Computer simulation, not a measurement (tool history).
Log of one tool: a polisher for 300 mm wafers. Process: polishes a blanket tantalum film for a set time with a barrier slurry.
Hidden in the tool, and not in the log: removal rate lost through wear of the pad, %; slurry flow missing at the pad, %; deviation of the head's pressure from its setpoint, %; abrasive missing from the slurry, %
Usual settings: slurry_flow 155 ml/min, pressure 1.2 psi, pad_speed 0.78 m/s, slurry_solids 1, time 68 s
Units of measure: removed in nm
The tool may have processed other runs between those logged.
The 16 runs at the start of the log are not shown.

| run | day | slurry_flow | pressure | pad_speed | slurry_solids | time | wafers since the last listed run | wafers polished on this pad | hours since the slurry nozzle was cleaned | hours since the head pressure was calibrated | hours since the slurry blender was calibrated | incoming thickness of the incoming film, nm | removed |
|---|---|---|---|---|---|---|---|---|---|---|---|---|---|
|  | 19.525 | worn pad replaced by a new one |
| 17 | 21.45 | 155 | 1 | 1 | 1.1 | 68 | 656 | 298 | 575.8 | 139 | 165.7 | 391.6 | 50.5 |
| 18 | 22.379 | 155 | 1 | 0.7 | 1 | 45 | 143 | 442 | 598.1 | 161.3 | 188 | 387.4 | 22.9 |
| 19 | 23.725 | 155 | 1.2 | 0.78 | 0.7 | 68 | 208 | 650 | 630.4 | 193.6 | 220.3 | 388.9 | 41.5 |
|  | 24.362 | slurry nozzle cleaned |
| 20 | 24.433 | 155 | 1.5 | 0.78 | 0.8 | 68 | 103 | 753 | 1.7 | 210.6 | 237.3 | 389.4 | 53.9 |
| 21 | 25.229 | 155 | 1.2 | 0.78 | 1 | 68 | 123 | 877 | 20.8 | 229.7 | 256.4 | 390 | 46.2 |
| 22 | 25.812 | 120 | 1.2 | 0.78 | 0.8 | 68 | 90 | 967 | 34.8 | 243.7 | 270.4 | 394.2 | 41.1 |
|  | 26.908 | worn pad replaced by a new one |
| 23 | 26.929 | 185 | 1.2 | 0.94 | 1.25 | 90 | 147 | 3 | 61.6 | 270.5 | 297.2 | 393.4 | 82.1 |
| 24 | 27.479 | 155 | 1.2 | 0.98 | 1.15 | 68 | 85 | 88 | 74.8 | 283.7 | 310.4 | 381.9 | 59.9 |
| 25 | 28.112 | 155 | 1 | 0.7 | 1 | 45 | 98 | 186 | 90 | 298.9 | 325.6 | 395.1 | 22.9 |

Forecast run 26:
| 26 | 29.321 | 155 | 1.3 | 0.78 | 1 | 68 | 187 | 374 | 119 | 327.9 | 354.6 | 393 | ? |

removed: 51.1 nm
Without the tool's hidden state the same run would have given removed 48.8 nm.
